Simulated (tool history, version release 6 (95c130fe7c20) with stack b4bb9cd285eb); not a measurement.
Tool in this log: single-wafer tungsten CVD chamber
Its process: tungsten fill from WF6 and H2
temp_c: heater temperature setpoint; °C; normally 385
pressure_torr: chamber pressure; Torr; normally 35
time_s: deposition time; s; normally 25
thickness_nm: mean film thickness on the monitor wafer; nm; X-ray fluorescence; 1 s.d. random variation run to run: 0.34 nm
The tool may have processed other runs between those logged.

| run | hour | temp_c | pressure_torr | time_s | read-back reference wafer on the same gauge, thickness_nm | thickness_nm |
|---|---|---|---|---|---|---|
| 1 | 0 | 385 | 35 | 25 | 51.51 | 58.249 |
| 2 | 51.2 | 385 | 35 | 25 | 51.544 | 57.893 |
|  | 59.8 | thermocouple changed; heater temperature recalibrated |
| 3 | 114.5 | 385 | 35 | 25 | 51.472 | 57.674 |
| 4 | 185.4 | 385 | 33.2 | 25 | 51.543 | 56.767 |
| 5 | 229.7 | 379 | 39.9 | 25 | 51.511 | 54.834 |
| 6 | 289 | 379 | 39.9 | 25 | 51.523 | 54.509 |
| 7 | 335 | 379 | 39.9 | 25 | 51.588 | 54.479 |
| 8 | 437.4 | 389 | 35 | 25 | 51.441 | 61.506 |
|  | 475.4 | gauge calibrated |
| 9 | 502.5 | 389 | 35 | 25 | 51.44 | 61.83 |
| 10 | 547.1 | 389 | 35 | 25 | 51.506 | 61.518 |
| 11 | 623.9 | 385 | 35 | 21.2 | 51.546 | 48.38 |
| 12 | 704.8 | 385 | 35 | 21.2 | 51.499 | 48.173 |
|  | 747 | showerhead replaced |
| 13 | 747.5 | 385 | 35 | 25 | 51.437 | 56.966 |
| 14 | 833.8 | 370 | 35 | 27.1 | 51.52 | 46.966 |
| 15 | 889.6 | 374 | 30.7 | 26.6 | 51.618 | 47.108 |
| 16 | 936.2 | 396 | 35 | 27.5 | 51.504 | 76.16 |
|  | 1022.6 | thermocouple changed; heater temperature recalibrated |
| 17 | 1023.1 | 385 | 37.5 | 28 | 51.501 | 65.962 |
| 18 | 1075.5 | 385 | 37.5 | 28 | 51.548 | 65.311 |
| 19 | 1113.2 | 376 | 35 | 25 | 51.408 | 48.132 |
| 20 | 1151.5 | 385 | 32.7 | 25 | 51.542 | 55.03 |
|  | 1250.6 | capacitance manometer re-zeroed and calibrated |
| 21 | 1253.2 | 375 | 41.4 | 25 | 51.508 | 51.659 |
| 22 | 1327.3 | 379 | 39.9 | 25 | 51.545 | 54.92 |
| 23 | 1374.5 | 385 | 35 | 25 | 51.531 | 58.258 |
| 24 | 1480.9 | 390 | 40.1 | 25 | 51.543 | 67.715 |
| 25 | 1579.5 | 385 | 39.1 | 20.9 | 51.554 | 50.644 |

5 ways to go on from here, each from the tool as it stands after run 25. What would each give?
| A | 1579.9 | 385 | 35 | 25 | ? | ? |
| B | 1579.9 | 385 | 39.1 | 23.1 | ? | ? |
| C | 1579.9 | 371 | 35 | 25 | ? | ? |
| D | 1579.9 | 385 | 35 | 22.3 | ? | ? |
| E | 1579.9 | 379 | 40.6 | 22.6 | ? | ? |

| run | read-back reference wafer on the same gauge, thickness_nm | thickness_nm |
|---|---|---|
| A | 51.481 | 58.287 |
| B | 51.481 | 56.444 |
| C | 51.481 | 44.786 |
| D | 51.481 | 51.966 |
| E | 51.481 | 50.223 |
Stripped of hidden state, with their random variation kept, the same runs would have yielded:
| run | thickness_nm |
|---|---|
| A | 58.456 |
| B | 56.607 |
| C | 44.916 |
| D | 52.117 |
| E | 50.366 |
